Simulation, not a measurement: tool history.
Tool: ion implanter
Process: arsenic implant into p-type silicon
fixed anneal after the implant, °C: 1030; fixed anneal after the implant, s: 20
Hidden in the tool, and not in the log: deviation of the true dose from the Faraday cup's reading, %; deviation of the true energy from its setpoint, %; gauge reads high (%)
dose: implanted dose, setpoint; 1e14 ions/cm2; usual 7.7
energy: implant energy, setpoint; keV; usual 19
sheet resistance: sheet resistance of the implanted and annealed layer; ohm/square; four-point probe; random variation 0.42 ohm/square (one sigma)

run   hour  dose  energy  wafers since the last listed run  hours since the last dose calibration  hours since the extraction supply was calibrated  hours since the gauge calibration  read-back reference wafer on the same gauge, sheet resistance  sheet resistance
  1      0   7.7      19                                 0                                  922.5                                              1808                              196.4                                                         137.89            139.75
  2   30.4   7.7      19                               795                                  952.9                                            1838.4                              226.8                                                         138.03            138.18
  3   51.2   7.7      19                               544                                  973.7                                            1859.2                              247.6                                                         137.92            138.61
  4   75.7   7.7      19                               641                                  998.2                                            1883.7                              272.1                                                         137.92            138.43
  5   96.2   7.7      19                               536                                 1018.7                                            1904.2                              292.6                                                            138            138.47
  6  130.5   7.7      19                               897                                   1053                                            1938.5                              326.9                                                         137.93            138.01
  7  151.5   7.7      19                               549                                   1074                                            1959.5                              347.9                                                         138.05             137.5
  8  186.6  8.27      19                               918                                 1109.1                                            1994.6                                383                                                         137.95            131.29
  9  215.9  8.27      19                               766                                 1138.4                                            2023.9                              412.3                                                            138            130.42
     249.5  -- Faraday cup replaced and dose calibrated
 10    250  9.49      14                               683                                    0.5                                              2058                              446.4                                                         137.93             128.7
 11  266.2   7.7      19                               424                                   16.7                                            2074.2                              462.6                                                         138.15            142.56
     288.2  -- gauge calibrated
 12  290.7  9.15    15.5                               641                                   41.2                                            2098.7                                2.5                                                         137.99            130.33
 13  318.2  5.92      13                               719                                   68.7                                            2126.2                                 30                                                            138            179.93
     356.3  -- extraction supply calibrated
 14  393.2  9.84      23                              1753                                  143.7                                              36.9                                105                                                         137.93            117.52
 15  407.3   7.7      19                               369                                  157.8                                                51                              119.1                                                         137.89            142.53
 16  434.9  8.28      19                               722                                  185.4                                              78.6                              146.7                                                         138.08            135.22
 17  451.3  8.47      19                               429                                  201.8                                                95                              163.1                                                          137.9            133.44
 18  466.8   7.7      19                               405                                  217.3                                             110.5                              178.6                                                         138.07            142.76

Forecast each of these 3 alternatives for the next run:
  A  467.2   7.7      19                                10                                  217.7                                             110.9                                179                                                              ?                 ?
  B  467.2   7.7    25.5                                10                                  217.7                                             110.9                                179                                                              ?                 ?
  C  467.2  8.66      19                                10                                  217.7                                             110.9                                179                                                              ?                 ?

run  read-back reference wafer on the same gauge, sheet resistance  sheet resistance
  A                                                         137.99             143.1
  B                                                         137.99             137.1
  C                                                         137.99            132.01
Without the tool's hidden state the same runs would have given:
run  sheet resistance
  A            142.54
  B            136.55
  C            131.52
